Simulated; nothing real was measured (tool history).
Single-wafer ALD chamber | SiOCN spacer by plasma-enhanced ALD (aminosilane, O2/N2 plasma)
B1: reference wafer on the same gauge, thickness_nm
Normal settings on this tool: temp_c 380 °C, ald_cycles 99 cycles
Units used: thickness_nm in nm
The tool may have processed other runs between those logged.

Run 1, hour 0: usual settings; B1 6.898. Result: thickness_nm 6.642 nm.
Run 2, hour 47.5: usual settings; B1 6.893. Result: thickness_nm 6.601 nm.
Run 3, hour 138.9: usual settings; B1 6.864. Result: thickness_nm 6.568 nm.
Run 4, hour 184.9: usual settings but ald_cycles 92 cycles; B1 6.854. Result: thickness_nm 6.114 nm.
Run 5, hour 235.7: usual settings but ald_cycles 92 cycles; B1 6.834. Result: thickness_nm 6.088 nm.
Run 6, hour 300: usual settings but ald_cycles 92 cycles; B1 6.835. Result: thickness_nm 6.092 nm.
Run 7, hour 392.2: usual settings but temp_c 371 °C; B1 6.825. Result: thickness_nm 6.527 nm.
Run 8, hour 441.2: usual settings but temp_c 371 °C; B1 6.818. Result: thickness_nm 6.52 nm.
Run 9, hour 532.4: usual settings but temp_c 371 °C; B1 6.806. Result: thickness_nm 6.534 nm.
Run 10, hour 568.7: usual settings; B1 6.809. Result: thickness_nm 6.507 nm.
Run 11, hour 765.3: usual settings; B1 6.79. Result: thickness_nm 6.525 nm.
Run 12, hour 817.8: usual settings; B1 6.787. Result: thickness_nm 6.515 nm.
Run 13, hour 863.4: usual settings; B1 6.786. Result: thickness_nm 6.516 nm.
At hour 912.5: gauge calibrated.
Run 14, hour 925.6: usual settings; B1 6.9. Result: thickness_nm 6.597 nm.
Run 15, hour 1018.2: usual settings but ald_cycles 85 cycles; B1 6.86. Result: thickness_nm 5.642 nm.
Run 16, hour 1084: usual settings but temp_c 387 °C; B1 6.853. Result: thickness_nm 6.581 nm.
At hour 1116.3: thermocouple changed; heater temperature recalibrated.
Run 17, hour 1141.3: usual settings but temp_c 371 °C, ald_cycles 83 cycles; B1 6.842. Result: thickness_nm 5.498 nm.
Run 18, hour 1185.4: usual settings but temp_c 389 °C, ald_cycles 108 cycles; B1 6.835. Result: thickness_nm 7.137 nm.

Forecast run 19:
Run 19, hour 1267.4: usual settings; B1 ?. Result: thickness_nm ?.

{"run 19": {"B1": 6.823, "thickness_nm": 6.529}}
Had the tool carried no hidden state, the very same run would have given thickness_nm 6.604 nm.
